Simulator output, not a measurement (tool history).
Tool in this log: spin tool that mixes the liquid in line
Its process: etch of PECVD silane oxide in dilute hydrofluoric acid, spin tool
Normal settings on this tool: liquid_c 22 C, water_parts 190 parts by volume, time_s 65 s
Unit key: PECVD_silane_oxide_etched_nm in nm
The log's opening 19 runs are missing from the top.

run   hour  liquid_c  water_parts  time_s  read-back film thickness of the PECVD silane oxide reference wafer, read on the same gauge (nm)  PECVD_silane_oxide_etched_nm
 20  466.2      20.5          110     100                                                                                            30.01                          20.5
 21    499        22          190      45                                                                                               30                          5.19
 22  516.3        18          130      90                                                                                            29.99                         13.78
 23  537.8        22          190      65                                                                                            30.03                          7.57
 24  552.8        22          190      65                                                                                               30                          7.54
 25  580.1        20          190      65                                                                                            29.97                          6.97
 26  601.5        22          220      65                                                                                               30                          6.29
 27  637.4      20.5          190      65                                                                                               30                          7.16
 28  669.8        19          160      40                                                                                               30                           5.1
 29  705.3        22          190      65                                                                                            29.99                          7.57
 30    733        22          190      85                                                                                            30.01                          9.95
 31  750.9        20          285      85                                                                                               30                          5.67
 32  779.9        22          190      65                                                                                               30                          7.66
 33  799.6      19.5          110     105                                                                                            29.98                         21.22

4 options for the next run, each taken on its own from the tool as it stands now. Forecast them:
  A   800        22          150      65                                                                                                ?                             ?
  B   800        19          190      25                                                                                                ?                             ?
  C   800        22          190      55                                                                                                ?                             ?
  D   800        18          190      65                                                                                                ?                             ?

run  read-back film thickness of the PECVD silane oxide reference wafer, read on the same gauge (nm)  PECVD_silane_oxide_etched_nm
  A                                                                                               30                         10.08
  B                                                                                               30                          2.61
  C                                                                                               30                          6.45
  D                                                                                               30                          6.53
Had the tool no hidden state, the same runs would have come out as:
run  PECVD_silane_oxide_etched_nm
  A                          9.73
  B                          2.52
  C                          6.23
  D                           6.3
